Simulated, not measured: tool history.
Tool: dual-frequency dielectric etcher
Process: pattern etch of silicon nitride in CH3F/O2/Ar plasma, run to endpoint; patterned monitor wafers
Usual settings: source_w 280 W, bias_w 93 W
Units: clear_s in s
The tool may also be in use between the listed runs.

| run | hour | source_w | bias_w | incoming incoming film thickness, nm | clear_s |
|---|---|---|---|---|---|
| 1 | 0.0 | 280 | 84 | 51.5 | 79.7 |
| 2 | 15.1 | 280 | 93 | 51.3 | 77.6 |
| 3 | 42.0 | 280 | 93 | 51.1 | 78.2 |
| 4 | 60.2 | 280 | 93 | 51.5 | 78.0 |
| 5 | 86.8 | 270 | 93 | 50.8 | 78.6 |
| 6 | 110.7 | 320 | 93 | 51.8 | 73.6 |
|  | 135.2 | wet clean of the chamber |
| 7 | 135.7 | 320 | 93 | 50.8 | 70.7 |
| 8 | 155.2 | 320 | 93 | 51.3 | 71.9 |
| 9 | 174.7 | 280 | 93 | 51.1 | 75.4 |
| 10 | 206.2 | 280 | 93 | 51.8 | 76.7 |
| 11 | 230.1 | 280 | 93 | 51.2 | 76.1 |
| 12 | 242.6 | 280 | 93 | 51.7 | 76.0 |
| 13 | 257.0 | 280 | 93 | 51.9 | 77.5 |
| 14 | 275.1 | 260 | 93 | 52.0 | 80.3 |
| 15 | 306.3 | 280 | 93 | 51.5 | 76.9 |
|  | 327.0 | source power generator calibrated |
| 16 | 327.5 | 280 | 93 | 51.2 | 77.1 |
| 17 | 351.4 | 280 | 105 | 51.0 | 73.5 |
| 18 | 386.7 | 280 | 93 | 51.5 | 78.1 |
| 19 | 416.0 | 220 | 76 | 51.4 | 92.0 |
| 20 | 444.5 | 340 | 110 | 52.0 | 68.2 |
| 21 | 473.0 | 330 | 106 | 51.5 | 70.0 |
| 22 | 485.2 | 310 | 93 | 50.9 | 73.6 |
| 23 | 509.5 | 280 | 93 | 51.5 | 78.2 |
|  | 537.0 | wet clean of the chamber |
|  | 544.1 | bias power generator calibrated |
|  | 580.7 | upper electrode replaced |
| 24 | 581.2 | 320 | 77 | 51.6 | 74.8 |
| 25 | 597.1 | 320 | 80 | 52.2 | 75.2 |
| 26 | 625.5 | 330 | 109 | 51.7 | 68.6 |
| 27 | 644.4 | 330 | 93 | 52.0 | 71.2 |
| 28 | 678.5 | 350 | 79 | 51.0 | 71.0 |
| 29 | 770.9 | 240 | 86 | 51.6 | 84.7 |
| 30 | 794.0 | 280 | 93 | 51.5 | 78.1 |
| 31 | 821.9 | 280 | 93 | 51.4 | 77.1 |
| 32 | 843.9 | 240 | 93 | 51.3 | 83.4 |
| 33 | 861.9 | 280 | 72 | 50.7 | 81.5 |
| 34 | 889.7 | 300 | 81 | 50.5 | 76.9 |
|  | 966.9 | wet clean of the chamber |
| 35 | 967.4 | 280 | 116 | 50.9 | 71.1 |

4 ways to go on from here, each from the tool as it stands after run 35. What would each give?
| A | 967.8 | 280 | 108 | 51.3 | ? |
| B | 967.8 | 310 | 83 | 51.3 | ? |
| C | 967.8 | 280 | 77 | 51.3 | ? |
| D | 967.8 | 280 | 85 | 51.3 | ? |

| run | clear_s |
|---|---|
| A | 73.0 |
| B | 74.5 |
| C | 79.6 |
| D | 77.7 |
Without the tool's hidden state the same runs would have given:
| run | clear_s |
|---|---|
| A | 72.9 |
| B | 74.4 |
| C | 79.5 |
| D | 77.6 |
